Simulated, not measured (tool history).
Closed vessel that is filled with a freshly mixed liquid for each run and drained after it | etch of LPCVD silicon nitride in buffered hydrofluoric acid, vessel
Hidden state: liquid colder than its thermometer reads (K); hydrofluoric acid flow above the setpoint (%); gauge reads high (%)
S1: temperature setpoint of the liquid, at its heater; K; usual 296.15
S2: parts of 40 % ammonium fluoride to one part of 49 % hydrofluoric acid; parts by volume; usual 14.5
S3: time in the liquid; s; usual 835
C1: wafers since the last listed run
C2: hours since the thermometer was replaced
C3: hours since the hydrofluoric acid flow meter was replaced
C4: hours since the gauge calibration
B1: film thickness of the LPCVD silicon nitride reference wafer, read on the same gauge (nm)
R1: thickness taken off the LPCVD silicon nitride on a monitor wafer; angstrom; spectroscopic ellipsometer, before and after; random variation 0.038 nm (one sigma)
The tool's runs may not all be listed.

run	hour	S1	S2	S3	C1	C2	C3	C4	B1	R1
1	0.0	296.15	14.5	455	0	1387.6	1064.9	164.8	79.98	33.7
2	17.2	296.15	14.5	835	1282	1404.8	1082.1	182.0	80.00	62.2
3	26.1	296.15	14.5	835	663	1413.7	1091.0	190.9	80.03	62.3
4	34.8	296.15	10.5	1040	648	1422.4	1099.7	199.6	80.03	105.3
5	42.1	296.15	10.5	1040	544	1429.7	1107.0	206.9	79.97	106.1
6	55.8	296.15	19.0	835	1021	1443.4	1120.7	220.6	79.98	48.0
7	66.1	296.15	19.0	835	767	1453.7	1131.0	230.9	79.95	47.2
8	80.4	296.15	19.0	835	1066	1468.0	1145.3	245.2	79.99	47.8
9	111.8	293.15	18.5	835	2340	1499.4	1176.7	276.6	80.00	41.2
10	121.6	296.15	14.5	580	730	1509.2	1186.5	286.4	80.00	43.0
11	128.4	296.15	14.5	835	506	1516.0	1193.3	293.2	79.95	62.1
# hour 133.9: gauge calibrated
12	138.6	296.15	11.0	835	760	1526.2	1203.5	4.7	79.96	80.9
13	150.7	293.65	16.5	1060	902	1538.3	1215.6	16.8	80.01	60.5
14	163.2	296.15	10.5	835	931	1550.8	1228.1	29.3	80.02	84.8
# hour 180.2: hydrofluoric acid flow meter replaced
15	180.7	298.15	14.5	1005	1230	1568.3	0.5	46.8	79.96	82.4
# hour 195.2: thermometer replaced
16	197.7	296.15	14.5	835	1192	2.5	17.5	63.8	80.02	71.0
17	207.0	296.15	14.5	835	693	11.8	26.8	73.1	79.98	70.6
18	247.3	293.65	17.5	700	3004	52.1	67.1	113.4	80.03	42.8
19	255.9	296.15	18.5	835	641	60.7	75.7	122.0	79.99	55.4
20	267.1	296.15	11.5	415	834	71.9	86.9	133.2	80.01	44.2
21	283.5	300.65	14.5	370	1222	88.3	103.3	149.6	80.02	39.9
22	291.5	297.65	9.5	960	596	96.3	111.3	157.6	80.02	131.1
23	306.7	294.15	13.0	960	1133	111.5	126.5	172.8	79.97	81.2

Forecast each of these 4 alternatives for the next run:
A	307.6	296.15	14.5	835	67	112.4	127.4	173.7	?	?
B	307.6	293.15	11.0	835	67	112.4	127.4	173.7	?	?
C	307.6	291.65	14.5	1295	67	112.4	127.4	173.7	?	?
D	307.6	299.65	9.0	375	67	112.4	127.4	173.7	?	?

run	B1	R1
A	79.98	70.2
B	79.98	77.9
C	79.98	84.7
D	79.98	58.6
Without the tool's hidden state the same runs would have given:
run	R1
A	70.9
B	78.7
C	85.6
D	59.2
